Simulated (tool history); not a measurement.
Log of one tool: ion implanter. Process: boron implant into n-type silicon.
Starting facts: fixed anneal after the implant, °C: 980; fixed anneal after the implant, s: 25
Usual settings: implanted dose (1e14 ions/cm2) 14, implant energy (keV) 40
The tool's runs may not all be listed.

run    hour  implanted dose (1e14 ions/cm2)  implant energy (keV)  wafers since the last listed run  hours since the last dose calibration  hours since the extraction supply was calibrated  hours since the gauge calibration  read-back reference wafer on the same gauge, sheet resistance  sheet resistance of the implanted and annealed layer (ohm/square)
  1       0                           14.87                    40                                 0                                 1027.1                                            2593.6                             1071.9                                                         113.99                                                              93.34
  2     209                           14.87                    40                              6124                                 1236.1                                            2802.6                             1280.9                                                            114                                                              93.34
  3   254.4                           14.87                    40                              1330                                 1281.5                                              2848                             1326.3                                                         113.99                                                              93.35
  4   293.5                              14                    40                              1145                                 1320.6                                            2887.1                             1365.4                                                         114.01                                                              97.53
  5   339.1                              14                    40                              1336                                 1366.2                                            2932.7                               1411                                                         114.01                                                              97.16
  6   415.6                              14                  46.5                              2241                                 1442.7                                            3009.2                             1487.5                                                         114.01                                                              96.62
  7   494.1                              14                  46.5                              2300                                 1521.2                                            3087.7                               1566                                                         114.01                                                              96.88
  8   530.3                              14                    40                              1060                                 1557.4                                            3123.9                             1602.2                                                         113.98                                                              97.49
      567.6  -- extraction supply calibrated
      578.4  -- gauge calibrated
  9   600.4                           17.06                    40                              1819                                 1627.5                                              32.8                                 22                                                         114.04                                                              84.45
      664.2  -- Faraday cup replaced and dose calibrated
 10   678.2                              14                    40                              2045                                     14                                             110.6                               99.8                                                         113.98                                                              98.98
 11   781.5                              14                    40                              3027                                  117.3                                             213.9                              203.1                                                         114.03                                                              98.54
 12   976.2                              14                  46.5                              5705                                    312                                             408.6                              397.8                                                            114                                                              97.57
 13  1059.8                           10.03                  31.5                              2449                                  395.6                                             492.2                              481.4                                                         113.99                                                             128.11
 14  1154.2                           16.19                  27.5                              2766                                    490                                             586.6                              575.8                                                         114.02                                                              91.17
 15  1258.8                           12.05                  50.5                              3065                                  594.6                                             691.2                              680.4                                                            114                                                              109.1
 16  1307.6                           10.33                    30                              1430                                  643.4                                               740                              729.2                                                         114.04                                                             125.22
 17  1362.9                              14                    40                              1620                                  698.7                                             795.3                              784.5                                                         114.05                                                              97.51
 18  1415.1                              14                  50.5                              1529                                  750.9                                             847.5                              836.7                                                         114.02                                                              96.92

Expected results for the next run?
 19  1512.9                           16.95                  28.5                              2866                                  848.7                                             945.3                              934.5                                                              ?                                                                  ?

Run 19 yielded read-back reference wafer on the same gauge, sheet resistance 113.97, sheet resistance of the implanted and annealed layer (ohm/square) 87.91.
On a tool with no hidden condition, and with the same random variation, this run would have come out at sheet resistance of the implanted and annealed layer (ohm/square) 89.22.

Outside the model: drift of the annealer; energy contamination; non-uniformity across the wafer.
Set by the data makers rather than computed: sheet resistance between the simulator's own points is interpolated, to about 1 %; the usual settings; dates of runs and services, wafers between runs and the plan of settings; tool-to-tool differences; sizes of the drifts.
